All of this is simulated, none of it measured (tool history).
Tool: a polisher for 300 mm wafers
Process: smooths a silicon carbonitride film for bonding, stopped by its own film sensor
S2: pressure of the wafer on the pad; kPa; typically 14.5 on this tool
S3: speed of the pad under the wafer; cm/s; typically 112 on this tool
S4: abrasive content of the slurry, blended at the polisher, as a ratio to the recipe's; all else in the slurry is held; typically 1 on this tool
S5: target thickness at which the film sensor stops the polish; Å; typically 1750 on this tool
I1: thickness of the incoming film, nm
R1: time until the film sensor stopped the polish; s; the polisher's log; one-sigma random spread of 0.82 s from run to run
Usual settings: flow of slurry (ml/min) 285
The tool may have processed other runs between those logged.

Run 1, day 0: usual settings; I1 200.9. Result: R1 110.9 s.
At day 2.462: worn pad replaced by a new one.
At day 7.033: slurry blender recalibrated.
Run 2, day 7.054: usual settings; I1 201.6. Result: R1 106.3 s.
Run 3, day 11.425: usual settings; I1 202.2. Result: R1 113.2 s.
Run 4, day 14.5: usual settings; I1 202.3. Result: R1 113.6 s.
Run 5, day 16.992: usual settings; I1 199.7. Result: R1 105.9 s.
At day 18.696: worn pad replaced by a new one.
Run 6, day 20.488: usual settings; I1 201.3. Result: R1 106.5 s.
At day 22.988: slurry blender recalibrated.
Run 7, day 23.417: usual settings but S4 1.1, S5 1800 Å; I1 200.1. Result: R1 79.4 s.
Run 8, day 28.929: usual settings but S4 1.1, S5 1800 Å; I1 200.2. Result: R1 80.6 s.
At day 29.058: head pressure recalibrated.
Run 9, day 31.375: usual settings but flow of slurry (ml/min) 330, S5 1680 Å; I1 199.6. Result: R1 134.6 s.
Run 10, day 32.896: usual settings but flow of slurry (ml/min) 330, S5 1680 Å; I1 201.8. Result: R1 146.4 s.
At day 34.929: slurry nozzle cleaned.
At day 36.008: worn pad replaced by a new one.
Run 11, day 36.029: usual settings but flow of slurry (ml/min) 340, S5 1780 Å; I1 196.7. Result: R1 72.8 s.
Run 12, day 38.042: usual settings but flow of slurry (ml/min) 340, S5 1780 Å; I1 201.7. Result: R1 91.1 s.
Run 13, day 41.788: usual settings; I1 198.1. Result: R1 92.6 s.
At day 41.888: slurry blender recalibrated.
Run 14, day 43.838: usual settings but S2 10.3 kPa, S5 1830 Å; I1 197.8. Result: R1 83.7 s.
Run 15, day 45.846: usual settings but S2 11 kPa, S4 0.75; I1 199.5. Result: R1 151 s.
Run 16, day 48.575: usual settings; I1 199. Result: R1 99.9 s.
Run 17, day 52.121: usual settings but S3 98 cm/s; I1 198.1. Result: R1 112.6 s.
At day 54.996: worn pad replaced by a new one.
Run 18, day 55.608: usual settings but S2 13.1 kPa, S3 90 cm/s, S4 1.15; I1 198.5. Result: R1 116.9 s.
Run 19, day 57.462: usual settings; I1 199.3. Result: R1 98.7 s.
Run 20, day 59.196: usual settings but flow of slurry (ml/min) 350; I1 201.6. Result: R1 105 s.
At day 60.642: slurry blender recalibrated.
Run 21, day 62.458: usual settings; I1 201.1. Result: R1 106.2 s.
Run 22, day 65.921: usual settings but S5 1720 Å; I1 201.6. Result: R1 122.4 s.
At day 66.204: head pressure recalibrated.
Run 23, day 68.767: usual settings but S2 13.1 kPa; I1 198.8. Result: R1 111.6 s.
At day 70.233: slurry nozzle cleaned.
At day 74.217: worn pad replaced by a new one.
At day 77.25: slurry blender recalibrated.
Run 24, day 79.225: usual settings but flow of slurry (ml/min) 355, S2 17.2 kPa; I1 201.3. Result: R1 88 s.
Run 25, day 82.5: usual settings but flow of slurry (ml/min) 370; I1 200.7. Result: R1 104.8 s.
Run 26, day 86.221: usual settings; I1 199. Result: R1 103.4 s.
Run 27, day 87.85: usual settings but S3 124 cm/s, S5 1700 Å; I1 196.3. Result: R1 104.1 s.

Give the tool's hidden conditions for every run:
slurry flow missing at the pad, %: 0, the same for each run
deviation of the head's pressure from its setpoint, %: 0, the same for each run
abrasive missing from the slurry, %: 0, the same for each run
H1: removal rate lost through wear of the pad, %
run     H1
  1   6.46
  2   2.24
  3    4.1
  4   6.12
  5   8.19
  6   2.78
  7   3.38
  8   5.95
  9   7.71
 10   8.99
 11  0.151
 12  0.281
 13    1.2
 14   2.07
 15   3.18
 16   5.09
 17   8.27
 18  0.661
 19   0.84
 20    1.2
 21   2.39
 22   4.38
 23   6.58
 24    3.4
 25   4.76
 26   7.12
 27   8.43
